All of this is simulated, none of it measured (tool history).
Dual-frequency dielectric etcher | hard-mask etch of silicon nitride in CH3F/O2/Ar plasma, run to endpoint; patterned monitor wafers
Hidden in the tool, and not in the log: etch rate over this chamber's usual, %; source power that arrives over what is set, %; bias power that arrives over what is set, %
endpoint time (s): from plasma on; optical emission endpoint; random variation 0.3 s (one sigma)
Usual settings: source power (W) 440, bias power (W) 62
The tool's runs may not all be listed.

| run | hour | source power (W) | bias power (W) | wafers since the last listed run | hours since the last wet clean | hours since the last source power generator calibration | hours since the last bias power generator calibration | hours since the last upper electrode change | incoming incoming film thickness, nm | endpoint time (s) |
|---|---|---|---|---|---|---|---|---|---|---|
| 1 | 0 | 440 | 62 | 0 | 229.1 | 2192.4 | 1201.1 | 3675.3 | 36.65 | 50.7 |
| 2 | 59.5 | 500 | 56 | 508 | 288.6 | 2251.9 | 1260.6 | 3734.8 | 35.81 | 48.6 |
| 3 | 88.4 | 500 | 56 | 247 | 317.5 | 2280.8 | 1289.5 | 3763.7 | 36.15 | 49.4 |
| 4 | 133.4 | 440 | 62 | 384 | 362.5 | 2325.8 | 1334.5 | 3808.7 | 36.64 | 50.1 |
| 5 | 161.9 | 440 | 62 | 243 | 391 | 2354.3 | 1363 | 3837.2 | 36.66 | 49.3 |
|  | 189.2 | wet clean of the chamber |
| 6 | 359.4 | 500 | 72 | 1483 | 170.2 | 2551.8 | 1560.5 | 4034.7 | 36.6 | 47.3 |
| 7 | 387.8 | 500 | 72 | 242 | 198.6 | 2580.2 | 1588.9 | 4063.1 | 36.31 | 46.6 |
| 8 | 440.7 | 500 | 72 | 452 | 251.5 | 2633.1 | 1641.8 | 4116 | 36.3 | 46.3 |
| 9 | 495.2 | 440 | 73 | 466 | 306 | 2687.6 | 1696.3 | 4170.5 | 36.43 | 48 |
| 10 | 540.2 | 440 | 73 | 384 | 351 | 2732.6 | 1741.3 | 4215.5 | 36.51 | 47.7 |
| 11 | 566.9 | 440 | 62 | 228 | 377.7 | 2759.3 | 1768 | 4242.2 | 36.57 | 49.7 |
|  | 622.1 | wet clean of the chamber |
| 12 | 622.6 | 440 | 62 | 271 | 0.5 | 2815 | 1823.7 | 4297.9 | 36.36 | 51.5 |
|  | 717.7 | bias power generator calibrated |
| 13 | 742.1 | 440 | 62 | 987 | 120 | 2934.5 | 24.4 | 4417.4 | 36.59 | 50.9 |
| 14 | 802.3 | 440 | 62 | 514 | 180.2 | 2994.7 | 84.6 | 4477.6 | 36.82 | 51.1 |
|  | 850.8 | source power generator calibrated |
| 15 | 862 | 440 | 62 | 476 | 239.9 | 11.2 | 144.3 | 4537.3 | 36.71 | 51 |
| 16 | 894.8 | 410 | 52 | 280 | 272.7 | 44 | 177.1 | 4570.1 | 36.63 | 54 |
| 17 | 942.9 | 440 | 73 | 411 | 320.8 | 92.1 | 225.2 | 4618.2 | 36.43 | 47.6 |
|  | 984.7 | upper electrode replaced |
| 18 | 997 | 510 | 74 | 257 | 374.9 | 146.2 | 279.3 | 12.3 | 36.3 | 45.1 |
| 19 | 1045.4 | 380 | 77 | 413 | 423.3 | 194.6 | 327.7 | 60.7 | 36.14 | 47.3 |
| 20 | 1079.2 | 400 | 48 | 289 | 457.1 | 228.4 | 361.5 | 94.5 | 36.52 | 54.5 |
|  | 1110 | wet clean of the chamber |
| 21 | 1110.7 | 360 | 66 | 64 | 0.7 | 259.9 | 393 | 126 | 36.51 | 53.5 |
| 22 | 1148.6 | 470 | 47 | 324 | 38.6 | 297.8 | 430.9 | 163.9 | 36.57 | 54 |
| 23 | 1210.9 | 480 | 62 | 532 | 100.9 | 360.1 | 493.2 | 226.2 | 36.4 | 49.7 |
| 24 | 1239.9 | 350 | 62 | 247 | 129.9 | 389.1 | 522.2 | 255.2 | 36.27 | 53.8 |
| 25 | 1360.5 | 340 | 70 | 1031 | 250.5 | 509.7 | 642.8 | 375.8 | 36.4 | 51.7 |
| 26 | 1424.7 | 390 | 62 | 548 | 314.7 | 573.9 | 707 | 440 | 36.53 | 50.8 |
| 27 | 1471.4 | 520 | 56 | 399 | 361.4 | 620.6 | 753.7 | 486.7 | 36.41 | 48.6 |
| 28 | 1506.7 | 330 | 78 | 301 | 396.7 | 655.9 | 789 | 522 | 36.42 | 49.2 |
|  | 1541.6 | wet clean of the chamber |
| 29 | 1570.4 | 490 | 55 | 339 | 28.8 | 719.6 | 852.7 | 585.7 | 36.72 | 52.3 |
| 30 | 1596.7 | 530 | 74 | 224 | 55.1 | 745.9 | 879 | 612 | 36.51 | 46.6 |
| 31 | 1642.8 | 440 | 62 | 394 | 101.2 | 792 | 925.1 | 658.1 | 36.22 | 50.5 |
| 32 | 1710.5 | 470 | 50 | 578 | 168.9 | 859.7 | 992.8 | 725.8 | 36.25 | 53.5 |
| 33 | 1749 | 440 | 62 | 329 | 207.4 | 898.2 | 1031.3 | 764.3 | 36.47 | 50.7 |
| 34 | 1784.4 | 440 | 75 | 302 | 242.8 | 933.6 | 1066.7 | 799.7 | 36.37 | 47.9 |
| 35 | 1854.1 | 550 | 62 | 595 | 312.5 | 1003.3 | 1136.4 | 869.4 | 36.44 | 46.9 |
|  | 2061.4 | wet clean of the chamber |
| 36 | 2061.7 | 500 | 62 | 1569 | 0.3 | 1210.9 | 1344 | 1077 | 36.94 | 50.8 |

3 ways to go on from here, each from the tool as it stands after run 36. What would each give?
| A | 2062.1 | 440 | 62 | 3 | 0.7 | 1211.3 | 1344.4 | 1077.4 | 36.71 | ? |
| B | 2062.1 | 490 | 48 | 3 | 0.7 | 1211.3 | 1344.4 | 1077.4 | 36.71 | ? |
| C | 2062.1 | 390 | 52 | 3 | 0.7 | 1211.3 | 1344.4 | 1077.4 | 36.71 | ? |

| run | endpoint time (s) |
|---|---|
| A | 51.5 |
| B | 53.7 |
| C | 56 |
Without the tool's hidden state the same runs would have given:
| run | endpoint time (s) |
|---|---|
| A | 51.5 |
| B | 53.8 |
| C | 56 |

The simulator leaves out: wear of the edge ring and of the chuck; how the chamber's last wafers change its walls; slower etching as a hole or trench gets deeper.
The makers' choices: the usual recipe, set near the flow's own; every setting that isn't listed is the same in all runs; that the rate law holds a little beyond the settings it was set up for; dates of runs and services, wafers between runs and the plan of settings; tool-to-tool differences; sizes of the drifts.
